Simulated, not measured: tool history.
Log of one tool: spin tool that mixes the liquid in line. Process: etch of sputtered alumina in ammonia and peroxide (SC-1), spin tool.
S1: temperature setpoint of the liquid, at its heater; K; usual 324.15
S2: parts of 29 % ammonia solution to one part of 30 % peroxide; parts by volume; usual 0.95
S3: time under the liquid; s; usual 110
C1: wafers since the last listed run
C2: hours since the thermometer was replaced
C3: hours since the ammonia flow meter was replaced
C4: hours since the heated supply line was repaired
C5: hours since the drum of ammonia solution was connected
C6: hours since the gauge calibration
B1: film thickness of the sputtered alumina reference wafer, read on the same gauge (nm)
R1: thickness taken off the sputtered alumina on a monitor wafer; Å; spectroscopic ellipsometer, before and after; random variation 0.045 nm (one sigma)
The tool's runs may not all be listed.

run     day      S1    S2   S3   C1      C2      C3      C4     C5     C6       B1     R1
  1       0  324.15   0.8  110    0    1296  1112.3   886.4  264.4  225.4  110.008  45.43
  2   2.567  329.15  0.95  110  418  1357.6  1173.9     948    326    287  110.009  61.13
      5.546  -- new drum of ammonia solution connected
  3   6.575  329.15  0.95  110  647  1453.8  1270.1  1044.2   24.7  383.2  110.002  60.14
  4   8.979  321.15  0.95  110  392  1511.5  1327.8  1101.9   82.4  440.9  109.974  38.85
  5  12.883  321.15  0.95  110  636  1605.2  1421.5  1195.6  176.1  534.6  109.954  38.33
  6  16.754  324.15  0.95  110  631  1698.1  1514.4  1288.5    269  627.5  109.988  45.22
  7  18.583  324.15  0.95  110  298    1742  1558.3  1332.4  312.9  671.4  110.023   44.2
     20.767  -- new drum of ammonia solution connected
  8  20.921  324.15  0.95  110  374  1798.1  1614.4  1388.5    3.7  727.5  110.022  44.59
  9  23.833  324.15  1.15  160  475    1868  1684.3  1458.4   73.6  797.4  110.031  65.02
 10    25.8  324.15  0.65  110  320  1915.2  1731.5  1505.6  120.8  844.6  110.012  41.91
     26.625  -- gauge calibrated
 11  28.288  324.15  0.95  110  405  1974.9  1791.2  1565.3  180.5   39.9  110.034   43.9
      30.45  -- thermometer replaced
 12    30.8  324.15  0.95  110  403     8.4  1851.5  1625.6  240.8  100.2  110.013  43.79
     32.671  -- heated supply line repaired
     33.104  -- ammonia flow meter replaced
 13    33.2  321.15  0.95  110  377      66     2.3    12.7  298.4  157.8  109.966  43.94
     35.792  -- new drum of ammonia solution connected
 14  36.971  333.65   1.2   60  608   156.5    92.8   103.2   28.3  248.3  109.992  47.55
 15  39.133  320.65  0.95   90  352   208.4   144.7   155.1   80.2  300.2  110.023  34.81
 16  40.942  314.15   1.2   90  294   251.8   188.1   198.5  123.6  343.6  110.022  24.35
 17  44.888  319.15   1.1   85  643   346.5   282.8   293.2  218.3  438.3  109.979  30.27

5 ways to go on from here, each from the tool as it stands after run 17. What would each give?
  A  44.904  324.15  0.95   65   2  346.9  283.2  293.6  218.7  438.7   ?   ?
  B  44.904  324.15  0.95   80   2  346.9  283.2  293.6  218.7  438.7   ?   ?
  C  44.904  324.15   0.7  110   2  346.9  283.2  293.6  218.7  438.7   ?   ?
  D  44.904  315.65   1.2  130   2  346.9  283.2  293.6  218.7  438.7   ?   ?
  E  44.904  334.15   0.6   85   2  346.9  283.2  293.6  218.7  438.7   ?   ?

run       B1     R1
  A  109.994  29.83
  B  109.994  36.71
  C  109.994  49.04
  D  109.994  37.73
  E  109.994  63.46
Without the tool's hidden state the same runs would have given:
run     R1
  A  31.06
  B  38.23
  C  51.06
  D  39.39
  E  65.91
